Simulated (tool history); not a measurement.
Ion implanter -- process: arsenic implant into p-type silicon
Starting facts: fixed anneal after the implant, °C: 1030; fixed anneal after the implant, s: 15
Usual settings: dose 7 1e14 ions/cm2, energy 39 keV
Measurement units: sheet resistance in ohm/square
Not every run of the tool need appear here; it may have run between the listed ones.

run     day  dose  energy  read-back reference wafer on the same gauge, sheet resistance  sheet resistance
  1       0     7      35                                                         130.07            138.48
  2   1.162     7      35                                                         130.34            138.69
  3    3.55     7      39                                                         130.16            135.96
  4   5.879     7      39                                                          129.9             135.2
  5   8.425     7      39                                                         129.99            135.36
  6  10.421     7      39                                                         130.16            135.74
  7  11.867     7      39                                                         130.12            135.58
  8  13.354     7      39                                                         129.83            134.61
  9  16.058  5.94      39                                                         129.84            153.23
 10   17.65     7      39                                                         129.93            135.52
     22.208  -- Faraday cup replaced and dose calibrated
 11  24.696     7      39                                                          130.1            138.07
     26.362  -- extraction supply calibrated
 12   27.15  6.25    44.5                                                         130.18             148.3
 13  29.579     7      39                                                         129.93            138.53
 14  31.654  8.83    45.5                                                         129.77            113.92
 15  33.017   8.5      30                                                         129.92            125.94
     33.733  -- gauge calibrated
 16  35.946  7.69    49.5                                                         129.96             123.5
 17  38.458     7      39                                                         129.73            137.06
 18  40.412  5.92    29.5                                                         129.87            161.44
 19  42.767  8.84    51.5                                                         130.02            110.59

Here are 4 independent what-if runs from the current tool condition. What would each one return?
  A  42.783     7      26                                                              ?                 ?
  B  42.783     9    46.5                                                              ?                 ?
  C  42.783  7.94    30.5                                                              ?                 ?
  D  42.783     7      33                                                              ?                 ?

run  read-back reference wafer on the same gauge, sheet resistance  sheet resistance
  A                                                         129.78            145.58
  B                                                         129.78            110.21
  C                                                         129.78            129.49
  D                                                         129.78            139.76
Without the tool's hidden state the same runs would have given:
run  sheet resistance
  A            149.12
  B            112.85
  C            132.56
  D            143.24

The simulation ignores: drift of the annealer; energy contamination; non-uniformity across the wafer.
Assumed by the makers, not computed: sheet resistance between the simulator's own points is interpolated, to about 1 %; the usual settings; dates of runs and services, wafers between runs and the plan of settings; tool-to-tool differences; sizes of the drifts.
